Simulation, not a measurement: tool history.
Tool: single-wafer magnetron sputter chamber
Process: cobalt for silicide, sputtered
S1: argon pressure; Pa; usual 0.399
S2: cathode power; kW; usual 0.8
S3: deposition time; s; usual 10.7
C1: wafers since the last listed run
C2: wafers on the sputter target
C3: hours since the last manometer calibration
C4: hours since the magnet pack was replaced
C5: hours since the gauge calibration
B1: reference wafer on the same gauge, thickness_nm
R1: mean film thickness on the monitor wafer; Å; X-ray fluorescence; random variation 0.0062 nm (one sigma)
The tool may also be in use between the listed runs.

{"run": 1, "hour": 0.0, "S1": 0.399, "S2": 0.8, "S3": 10.7, "C1": 0, "C2": 139, "C3": 1804.9, "C4": 4343.8, "C5": 218.9, "B1": 4.709, "R1": 41.12}
{"run": 2, "hour": 10.6, "S1": 0.399, "S2": 0.8, "S3": 10.7, "C1": 319, "C2": 458, "C3": 1815.5, "C4": 4354.4, "C5": 229.5, "B1": 4.714, "R1": 41.06}
{"run": 3, "hour": 21.1, "S1": 0.399, "S2": 0.8, "S3": 10.7, "C1": 316, "C2": 774, "C3": 1826, "C4": 4364.9, "C5": 240, "B1": 4.71, "R1": 41.07}
{"run": 4, "hour": 37.6, "S1": 0.399, "S2": 0.8, "S3": 10.7, "C1": 496, "C2": 1271, "C3": 1842.5, "C4": 4381.4, "C5": 256.5, "B1": 4.71, "R1": 40.94}
{"run": 5, "hour": 52.8, "S1": 0.399, "S2": 0.8, "S3": 10.7, "C1": 457, "C2": 1729, "C3": 1857.7, "C4": 4396.6, "C5": 271.7, "B1": 4.71, "R1": 40.75}
{"run": 6, "hour": 59.3, "S1": 0.399, "S2": 0.8, "S3": 10.7, "C1": 195, "C2": 1924, "C3": 1864.2, "C4": 4403.1, "C5": 278.2, "B1": 4.709, "R1": 40.86}
{"run": 7, "hour": 70.7, "S1": 0.399, "S2": 0.8, "S3": 10.7, "C1": 343, "C2": 2268, "C3": 1875.6, "C4": 4414.5, "C5": 289.6, "B1": 4.709, "R1": 40.61}
{"run": 8, "hour": 85.2, "S1": 0.399, "S2": 0.8, "S3": 10.7, "C1": 436, "C2": 2704, "C3": 1890.1, "C4": 4429, "C5": 304.1, "B1": 4.708, "R1": 40.59}
{"run": 9, "hour": 95.6, "S1": 0.399, "S2": 0.8, "S3": 10.7, "C1": 313, "C2": 3017, "C3": 1900.5, "C4": 4439.4, "C5": 314.5, "B1": 4.711, "R1": 40.63}
{"run": 10, "hour": 104.6, "S1": 0.399, "S2": 0.8, "S3": 10.7, "C1": 270, "C2": 3288, "C3": 1909.5, "C4": 4448.4, "C5": 323.5, "B1": 4.71, "R1": 40.71}
{"run": 11, "hour": 117.7, "S1": 0.399, "S2": 0.8, "S3": 10.7, "C1": 394, "C2": 3683, "C3": 1922.6, "C4": 4461.5, "C5": 336.6, "B1": 4.709, "R1": 40.69}
{"run": 12, "hour": 127.3, "S1": 0.399, "S2": 0.9, "S3": 12, "C1": 289, "C2": 3972, "C3": 1932.2, "C4": 4471.1, "C5": 346.2, "B1": 4.709, "R1": 51.3}
{"hour": 146.3, "done": "capacitance manometer re-zeroed and calibrated"}
{"run": 13, "hour": 146.8, "S1": 0.399, "S2": 0.9, "S3": 12, "C1": 346, "C2": 4318, "C3": 0.5, "C4": 4490.6, "C5": 365.7, "B1": 4.708, "R1": 51.07}
{"run": 14, "hour": 158.2, "S1": 0.399, "S2": 0.9, "S3": 12, "C1": 343, "C2": 4661, "C3": 11.9, "C4": 4502, "C5": 377.1, "B1": 4.708, "R1": 51.22}
{"hour": 167.0, "done": "gauge calibrated"}
{"run": 15, "hour": 168.2, "S1": 0.399, "S2": 0.65, "S3": 12.1, "C1": 301, "C2": 4962, "C3": 21.9, "C4": 4512, "C5": 1.2, "B1": 4.709, "R1": 37.27}
{"run": 16, "hour": 183.6, "S1": 0.399, "S2": 0.65, "S3": 12.1, "C1": 463, "C2": 5426, "C3": 37.3, "C4": 4527.4, "C5": 16.6, "B1": 4.709, "R1": 37.2}
{"run": 17, "hour": 194.5, "S1": 0.305, "S2": 0.8, "S3": 10.7, "C1": 328, "C2": 5754, "C3": 48.2, "C4": 4538.3, "C5": 27.5, "B1": 4.711, "R1": 41.92}
{"run": 18, "hour": 210.7, "S1": 0.399, "S2": 0.8, "S3": 10.7, "C1": 487, "C2": 6241, "C3": 64.4, "C4": 4554.5, "C5": 43.7, "B1": 4.711, "R1": 40.44}
{"run": 19, "hour": 217.6, "S1": 0.248, "S2": 0.7, "S3": 9.8, "C1": 207, "C2": 6449, "C3": 71.3, "C4": 4561.4, "C5": 50.6, "B1": 4.712, "R1": 34.21}
{"run": 20, "hour": 225.4, "S1": 0.399, "S2": 0.6, "S3": 11.5, "C1": 234, "C2": 6684, "C3": 79.1, "C4": 4569.2, "C5": 58.4, "B1": 4.708, "R1": 32.64}
{"run": 21, "hour": 242.0, "S1": 0.399, "S2": 0.9, "S3": 10.7, "C1": 499, "C2": 7184, "C3": 95.7, "C4": 4585.8, "C5": 75, "B1": 4.707, "R1": 45.52}

The next listed run, before its measurement:
{"hour": 266.0, "done": "sputter target and shields replaced"}
{"run": 22, "hour": 266.5, "S1": 0.399, "S2": 0.95, "S3": 10.7, "C1": 496, "C2": 15, "C3": 120.2, "C4": 4610.3, "C5": 99.5, "B1": "?", "R1": "?"}

Run 22 gave B1 4.711, R1 49.01 Å.
Without the tool's hidden state the same run would have given R1 49.04 Å.
